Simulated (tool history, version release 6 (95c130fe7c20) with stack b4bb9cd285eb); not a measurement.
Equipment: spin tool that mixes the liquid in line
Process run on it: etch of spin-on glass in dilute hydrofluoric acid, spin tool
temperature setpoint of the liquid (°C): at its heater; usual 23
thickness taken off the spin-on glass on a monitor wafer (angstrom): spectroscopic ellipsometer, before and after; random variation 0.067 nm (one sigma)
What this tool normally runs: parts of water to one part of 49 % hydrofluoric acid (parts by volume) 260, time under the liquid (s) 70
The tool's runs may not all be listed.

run   hour  temperature setpoint of the liquid (°C)  parts of water to one part of 49 % hydrofluoric acid (parts by volume)  time under the liquid (s)  wafers since the last listed run  hours since the thermometer was replaced  hours since the hydrofluoric acid flow meter was replaced  hours since the gauge calibration  read-back film thickness of the spin-on glass reference wafer, read on the same gauge (nm)  thickness taken off the spin-on glass on a monitor wafer (angstrom)
  1      0                                       20                                                                     260                         70                                 0                                    1758.1                                                      130.5                              183.7                                                                                      140.04                                                                 93.8
  2    7.4                                       23                                                                     260                         85                               126                                    1765.5                                                      137.9                              191.1                                                                                      140.03                                                                127.5
  3   23.8                                       23                                                                     260                         85                               280                                    1781.9                                                      154.3                              207.5                                                                                      140.03                                                                128.1
  4   36.9                                       23                                                                     260                         85                               224                                      1795                                                      167.4                              220.6                                                                                      140.01                                                                127.6
  5   54.2                                       23                                                                     260                         70                               296                                    1812.3                                                      184.7                              237.9                                                                                      139.96                                                                105.4
  6   65.5                                       23                                                                     260                         70                               193                                    1823.6                                                        196                              249.2                                                                                      140.03                                                                105.9
  7   77.4                                     21.5                                                                     260                         70                               203                                    1835.5                                                      207.9                              261.1                                                                                      140.02                                                                 98.8
  8     84                                       23                                                                     260                         70                               113                                    1842.1                                                      214.5                              267.7                                                                                      140.01                                                                  105
  9   96.1                                       23                                                                     290                         70                               207                                    1854.2                                                      226.6                              279.8                                                                                      140.01                                                                   91
 10  102.2                                       23                                                                     260                         70                               104                                    1860.3                                                      232.7                              285.9                                                                                         140                                                                105.4
 11  110.8                                       23                                                                     260                         70                               147                                    1868.9                                                      241.3                              294.5                                                                                         140                                                                105.2
 12  122.8                                       23                                                                     260                         70                               205                                    1880.9                                                      253.3                              306.5                                                                                      139.97                                                                105.4
 13  161.7                                       23                                                                     260                         70                               666                                    1919.8                                                      292.2                              345.4                                                                                      139.98                                                                104.1
 14  169.6                                       23                                                                     260                         70                               135                                    1927.7                                                      300.1                              353.3                                                                                      139.97                                                                105.4
 15  186.1                                       23                                                                     260                         70                               282                                    1944.2                                                      316.6                              369.8                                                                                      140.03                                                                106.1
     193.2  -- thermometer replaced
 16  203.6                                       23                                                                     260                         70                               282                                      10.4                                                      334.1                              387.3                                                                                      140.04                                                                100.2
     223.8  -- gauge calibrated
 17    239                                       19                                                                     220                         40                               606                                      45.8                                                      369.5                               15.2                                                                                      139.97                                                                 59.6
 18  255.8                                       23                                                                     215                         45                               287                                      62.6                                                      386.3                                 32                                                                                      140.01                                                                 80.2
 19  267.9                                       23                                                                     260                         70                               207                                      74.7                                                      398.4                               44.1                                                                                      140.01                                                                 99.5
 20  276.3                                       23                                                                     260                         70                               143                                      83.1                                                      406.8                               52.5                                                                                      139.99                                                                 99.3
 21  287.4                                     27.5                                                                     345                         85                               190                                      94.2                                                      417.9                               63.6                                                                                      139.98                                                                 99.9
 22  296.7                                       19                                                                     215                         70                               159                                     103.5                                                      427.2                               72.9                                                                                      139.98                                                                  107
 23    310                                       23                                                                     165                         55                               227                                     116.8                                                      440.5                               86.2                                                                                      139.95                                                                135.4
     316.2  -- thermometer replaced, repeated, since the last time left the tool worse
     345.7  -- hydrofluoric acid flow meter replaced
 24  360.6                                       23                                                                     260                        100                               832                                      44.4                                                       14.9                              136.8                                                                                      140.06                                                                161.5
 25    370                                       23                                                                     260                         95                               160                                      53.8                                                       24.3                              146.2                                                                                      140.03                                                                151.8
 26  382.6                                       23                                                                     260                         70                               215                                      66.4                                                       36.9                              158.8                                                                                      140.03                                                                  112
 27  398.7                                       23                                                                     145                         70                               275                                      82.5                                                         53                              174.9                                                                                         140                                                                227.2
 28  407.3                                     24.5                                                                     365                         85                               147                                      91.1                                                       61.6                              183.5                                                                                      139.97                                                                 91.9
 29  413.7                                     26.5                                                                     130                         50                               109                                      97.5                                                         68                              189.9                                                                                      140.03                                                                  211
 30  431.4                                       19                                                                     260                         70                               303                                     115.2                                                       85.7                              207.6                                                                                      140.01                                                                 96.4
 31  443.7                                       25                                                                     260                         70                               210                                     127.5                                                         98                              219.9                                                                                         140                                                                119.1
 32  452.4                                       23                                                                     260                         70                               148                                     136.2                                                      106.7                              228.6                                                                                         140                                                                111.5
 33  464.5                                     21.5                                                                     260                         50                               207                                     148.3                                                      118.8                              240.7                                                                                      139.96                                                                 75.6
 34  471.8                                       25                                                                     330                         90                               125                                     155.6                                                      126.1                                248                                                                                      140.01                                                                111.6
 35  479.1                                       23                                                                     260                         85                               125                                     162.9                                                      133.4                              255.3                                                                                         140                                                                134.1

Below, each run's measurement less what the same run would have read without the hidden state. Both values contain the same run-to-run variation, but the gauge's scatter may not be the same in both:
Hidden conditions of the tool in this case: liquid colder than its thermometer reads (K); hydrofluoric acid flow above the setpoint (%); gauge reads high (%).
run  thickness taken off the spin-on glass on a monitor wafer (angstrom)
  1                                                                 -6.5
  2                                                                 -8.5
  3                                                                 -8.6
  4                                                                 -8.7
  5                                                                 -7.3
  6                                                                 -7.3
  7                                                                   -7
  8                                                                 -7.3
  9                                                                 -6.3
 10                                                                 -7.4
 11                                                                 -7.5
 12                                                                 -7.5
 13                                                                 -7.6
 14                                                                 -7.8
 15                                                                 -7.8
 16                                                                -12.3
 17                                                                 -7.9
 18                                                                -10.2
 19                                                                -12.4
 20                                                                -12.5
 21                                                                -11.2
 22                                                                -14.5
 23                                                                -18.2
 24                                                                 -1.5
 25                                                                 -1.5
 26                                                                 -1.1
 27                                                                 -2.6
 28                                                                 -0.9
 29                                                                 -2.5
 30                                                                 -1.2
 31                                                                 -1.4
 32                                                                 -1.4
 33                                                                   -1
 34                                                                 -1.4
 35                                                                 -1.8
